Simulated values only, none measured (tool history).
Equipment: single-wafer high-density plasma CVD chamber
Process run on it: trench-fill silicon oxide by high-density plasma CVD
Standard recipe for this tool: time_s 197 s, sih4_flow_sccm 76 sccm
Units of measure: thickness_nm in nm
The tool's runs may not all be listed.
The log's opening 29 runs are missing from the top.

run,hour,time_s,sih4_flow_sccm,wafers since the last listed run,hours since the silane flow controller was replaced,hours since the gauge calibration,"read-back reference wafer on the same gauge, thickness_nm",thickness_nm
30,1643.9,197,76,543,466.4,381.8,1460.471,1495.097
# hour 1652.9: silane flow controller replaced, repeated, since the last time left the tool worse
31,1669.6,208,90,161,16.7,407.5,1459.121,1816.634
32,1721.1,173,80,468,68.2,459.0,1458.981,1412.435
33,1776.8,197,76,507,123.9,514.7,1460.053,1566.293
34,1830.7,184,70,490,177.8,568.6,1459.975,1397.967
35,1872.6,184,70,381,219.7,610.5,1459.929,1401.004
36,1985.7,197,68,1029,332.8,723.6,1460.696,1471.533
37,2045.4,197,76,543,392.5,783.3,1459.716,1561.818
38,2093.0,216,89,433,440.1,830.9,1459.684,1864.533
39,2130.3,197,76,339,477.4,868.2,1459.555,1559.192

Predict each of these 3 candidate next runs independently; none follows another, all start after run 39:
A,2130.8,175,76,4,477.9,868.7,?,?
B,2130.8,224,72,4,477.9,868.7,?,?
C,2130.8,167,85,4,477.9,868.7,?,?

run,"read-back reference wafer on the same gauge, thickness_nm",thickness_nm
A,1459.932,1385.289
B,1459.932,1722.445
C,1459.932,1407.050
What these runs would have given with no unlogged condition in the tool:
run,thickness_nm
A,1390.149
B,1728.488
C,1411.986

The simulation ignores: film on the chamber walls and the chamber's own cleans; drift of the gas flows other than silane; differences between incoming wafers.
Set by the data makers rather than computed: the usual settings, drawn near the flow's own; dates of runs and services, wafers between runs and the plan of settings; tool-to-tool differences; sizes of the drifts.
